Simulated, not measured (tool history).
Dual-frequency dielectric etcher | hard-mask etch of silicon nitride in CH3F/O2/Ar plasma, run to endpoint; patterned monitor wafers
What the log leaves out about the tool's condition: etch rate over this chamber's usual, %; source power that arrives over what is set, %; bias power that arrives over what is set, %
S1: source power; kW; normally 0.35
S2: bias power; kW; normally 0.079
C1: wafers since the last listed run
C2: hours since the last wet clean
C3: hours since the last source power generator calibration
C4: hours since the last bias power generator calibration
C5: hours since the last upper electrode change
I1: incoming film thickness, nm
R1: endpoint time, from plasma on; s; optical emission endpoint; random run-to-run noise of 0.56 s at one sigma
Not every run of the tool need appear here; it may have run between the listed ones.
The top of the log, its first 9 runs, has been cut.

run	day	S1	S2	C1	C2	C3	C4	C5	I1	R1
10	26.646	0.35	0.079	787	159.6	1861.9	3125.9	305.3	47.69	71.8
11	30.667	0.32	0.079	1223	256.1	1958.4	3222.4	401.8	47.52	72.9
12	41.004	0.28	0.063	3146	504.2	2206.5	3470.5	649.9	47.43	82.9
13	45.467	0.27	0.066	1358	611.3	2313.6	3577.6	757	47.67	82.8
# day 48.762: wet clean of the chamber
14	49.821	0.26	0.06	1020	25.4	2418.1	3682.1	861.5	47.7	88.5
# day 51.1: source power generator calibrated
15	54.225	0.33	0.097	1289	131.1	75	3787.8	967.2	47.69	67.6
16	57.204	0.27	0.066	906	202.6	146.5	3859.3	1038.7	47.27	83.6
17	61.088	0.32	0.067	1181	295.8	239.7	3952.5	1131.9	47.82	78.8
18	62.867	0.35	0.094	541	338.5	282.4	3995.2	1174.6	47.15	66.9
19	64.8	0.35	0.079	588	384.9	328.8	4041.6	1221	47.37	71.5
20	67.975	0.29	0.079	966	461.1	405	4117.8	1297.2	47.47	75

Run 21, settings as shown, results not yet in. Your forecast:
21	69.796	0.29	0.079	554	504.8	448.7	4161.5	1340.9	47.77	?

Run 21 measured R1 75.8 s.
The same run, on a tool lacking any hidden state, would have yielded R1 77.1 s.
